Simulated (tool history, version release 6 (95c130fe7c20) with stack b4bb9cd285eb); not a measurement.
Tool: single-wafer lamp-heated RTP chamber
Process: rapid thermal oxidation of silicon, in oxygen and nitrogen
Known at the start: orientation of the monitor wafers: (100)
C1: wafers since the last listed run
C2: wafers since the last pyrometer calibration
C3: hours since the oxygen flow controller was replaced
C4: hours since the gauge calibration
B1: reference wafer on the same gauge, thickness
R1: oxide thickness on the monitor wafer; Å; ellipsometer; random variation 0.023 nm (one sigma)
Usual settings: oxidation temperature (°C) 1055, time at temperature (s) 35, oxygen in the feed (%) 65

Run 1, hour 0: usual settings; C1 0; C2 9036; C3 1656.1; C4 1226.7; B1 7.319. Result: R1 63.5 Å.
Run 2, hour 33.3: usual settings; C1 298; C2 9334; C3 1689.4; C4 1260; B1 7.315. Result: R1 64 Å.
Run 3, hour 79.2: usual settings; C1 411; C2 9746; C3 1735.3; C4 1305.9; B1 7.329. Result: R1 64.11 Å.
At hour 127.8: pyrometer window cleaned and pyrometer calibrated.
Run 4, hour 144.9: usual settings; C1 517; C2 153; C3 1801; C4 1371.6; B1 7.319. Result: R1 65.5 Å.
Run 5, hour 213.1: usual settings; C1 611; C2 764; C3 1869.2; C4 1439.8; B1 7.325. Result: R1 65.44 Å.
Run 6, hour 263.5: usual settings; C1 451; C2 1216; C3 1919.6; C4 1490.2; B1 7.318. Result: R1 66.29 Å.
Run 7, hour 289.7: usual settings; C1 234; C2 1451; C3 1945.8; C4 1516.4; B1 7.328. Result: R1 65.95 Å.
Run 8, hour 413.4: usual settings; C1 1108; C2 2559; C3 2069.5; C4 1640.1; B1 7.315. Result: R1 66.74 Å.
Run 9, hour 467: usual settings but oxidation temperature (°C) 1068; C1 480; C2 3040; C3 2123.1; C4 1693.7; B1 7.306. Result: R1 72.75 Å.
Run 10, hour 536.4: usual settings; C1 622; C2 3662; C3 2192.5; C4 1763.1; B1 7.325. Result: R1 67.1 Å.
Run 11, hour 604.2: usual settings; C1 607; C2 4270; C3 2260.3; C4 1830.9; B1 7.325. Result: R1 66.8 Å.
Run 12, hour 634.6: usual settings; C1 272; C2 4542; C3 2290.7; C4 1861.3; B1 7.321. Result: R1 67.54 Å.
At hour 657.5: pyrometer window cleaned and pyrometer calibrated, repeated, since the last time left the tool worse.
Run 13, hour 694.5: usual settings; C1 465; C2 331; C3 2350.6; C4 1921.2; B1 7.318. Result: R1 61.75 Å.
Run 14, hour 734.4: usual settings; C1 357; C2 689; C3 2390.5; C4 1961.1; B1 7.316. Result: R1 62.77 Å.
Run 15, hour 796.8: usual settings but time at temperature (s) 40, oxygen in the feed (%) 38; C1 559; C2 1248; C3 2452.9; C4 2023.5; B1 7.326. Result: R1 54.84 Å.
Run 16, hour 850.7: usual settings but oxygen in the feed (%) 43; C1 483; C2 1731; C3 2506.8; C4 2077.4; B1 7.321. Result: R1 54.33 Å.
At hour 892.1: oxygen flow controller replaced.
Run 17, hour 909.5: usual settings; C1 455; C2 2187; C3 17.4; C4 2136.2; B1 7.321. Result: R1 62.98 Å.
Run 18, hour 946.8: usual settings but oxidation temperature (°C) 1046, time at temperature (s) 51; C1 334; C2 2521; C3 54.7; C4 2173.5; B1 7.329. Result: R1 69.24 Å.
Run 19, hour 993.1: usual settings; C1 415; C2 2936; C3 101; C4 2219.8; B1 7.321. Result: R1 62.84 Å.
Run 20, hour 1024.2: usual settings but oxidation temperature (°C) 1035, time at temperature (s) 30, oxygen in the feed (%) 47; C1 278; C2 3215; C3 132.1; C4 2250.9; B1 7.335. Result: R1 46.51 Å.
Run 21, hour 1058.7: usual settings but oxidation temperature (°C) 1071, oxygen in the feed (%) 91; C1 309; C2 3524; C3 166.6; C4 2285.4; B1 7.314. Result: R1 79.78 Å.
Run 22, hour 1117: usual settings but time at temperature (s) 20; C1 522; C2 4047; C3 224.9; C4 2343.7; B1 7.315. Result: R1 49.91 Å.
Run 23, hour 1209.2: usual settings but oxidation temperature (°C) 1027, oxygen in the feed (%) 36; C1 826; C2 4873; C3 317.1; C4 2435.9; B1 7.315. Result: R1 43.12 Å.
Run 24, hour 1251.2: usual settings but oxidation temperature (°C) 1066; C1 376; C2 5250; C3 359.1; C4 2477.9; B1 7.323. Result: R1 68.35 Å.
Run 25, hour 1321.8: usual settings but oxidation temperature (°C) 1028; C1 632; C2 5882; C3 429.7; C4 2548.5; B1 7.323. Result: R1 52.81 Å.
At hour 1378.5: gauge calibrated.
Run 26, hour 1380.9: usual settings; C1 529; C2 6412; C3 488.8; C4 2.4; B1 7.32. Result: R1 63.11 Å.
Run 27, hour 1429.1: usual settings but oxygen in the feed (%) 39; C1 432; C2 6844; C3 537; C4 50.6; B1 7.309. Result: R1 53.16 Å.
Run 28, hour 1494.9: usual settings but oxidation temperature (°C) 1064, time at temperature (s) 29, oxygen in the feed (%) 91; C1 589; C2 7434; C3 602.8; C4 116.4; B1 7.316. Result: R1 70.3 Å.
Run 29, hour 1536.2: usual settings but oxidation temperature (°C) 1032, time at temperature (s) 30, oxygen in the feed (%) 83; C1 370; C2 7804; C3 644.1; C4 157.7; B1 7.319. Result: R1 55.37 Å.
Run 30, hour 1588.5: usual settings but oxidation temperature (°C) 1073, time at temperature (s) 20, oxygen in the feed (%) 79; C1 468; C2 8273; C3 696.4; C4 210; B1 7.33. Result: R1 61.08 Å.
Run 31, hour 1660: usual settings but oxidation temperature (°C) 1039, time at temperature (s) 41; C1 640; C2 8914; C3 767.9; C4 281.5; B1 7.322. Result: R1 61.29 Å.
Run 32, hour 1705.2: usual settings but oxygen in the feed (%) 58; C1 405; C2 9319; C3 813.1; C4 326.7; B1 7.32. Result: R1 61.15 Å.
At hour 1732.4: pyrometer window cleaned and pyrometer calibrated.
Run 33, hour 1769.6: usual settings but oxygen in the feed (%) 43; C1 505; C2 333; C3 877.5; C4 391.1; B1 7.32. Result: R1 53.37 Å.
Run 34, hour 1951.3: usual settings but oxidation temperature (°C) 1039, oxygen in the feed (%) 90; C1 1628; C2 1962; C3 1059.2; C4 572.8; B1 7.314. Result: R1 63.08 Å.
Run 35, hour 2156.5: usual settings but oxidation temperature (°C) 1084, time at temperature (s) 23, oxygen in the feed (%) 42; C1 1839; C2 3801; C3 1264.4; C4 778; B1 7.312. Result: R1 54.76 Å.
Run 36, hour 2213.9: usual settings but oxidation temperature (°C) 1072, time at temperature (s) 52, oxygen in the feed (%) 53; C1 514; C2 4315; C3 1321.8; C4 835.4; B1 7.319. Result: R1 78.65 Å.
Run 37, hour 2240.6: usual settings but oxygen in the feed (%) 52; C1 239; C2 4555; C3 1348.5; C4 862.1; B1 7.318. Result: R1 58.52 Å.
Run 38, hour 2293.1: usual settings but oxidation temperature (°C) 1028, time at temperature (s) 20, oxygen in the feed (%) 94; C1 470; C2 5025; C3 1401; C4 914.6; B1 7.313. Result: R1 47.44 Å.

4 ways to go on from here, each from the tool as it stands after run 38. What would each give?
Run A, hour 2293.5: usual settings but oxidation temperature (°C) 1030; C1 3; C2 5029; C3 1401.4; C4 915; B1 ?. Result: R1 ?.
Run B, hour 2293.5: usual settings but oxidation temperature (°C) 1067, oxygen in the feed (%) 50; C1 3; C2 5029; C3 1401.4; C4 915; B1 ?. Result: R1 ?.
Run C, hour 2293.5: usual settings but oxidation temperature (°C) 1040; C1 3; C2 5029; C3 1401.4; C4 915; B1 ?. Result: R1 ?.
Run D, hour 2293.5: usual settings but oxidation temperature (°C) 1027, oxygen in the feed (%) 40; C1 3; C2 5029; C3 1401.4; C4 915; B1 ?. Result: R1 ?.

run     B1     R1
  A  7.323  53.96
  B  7.323  63.11
  C  7.323  57.76
  D  7.323  44.99
Without the tool's hidden state the same runs would have given:
run     R1
  A  52.42
  B  61.38
  C  56.11
  D  43.78
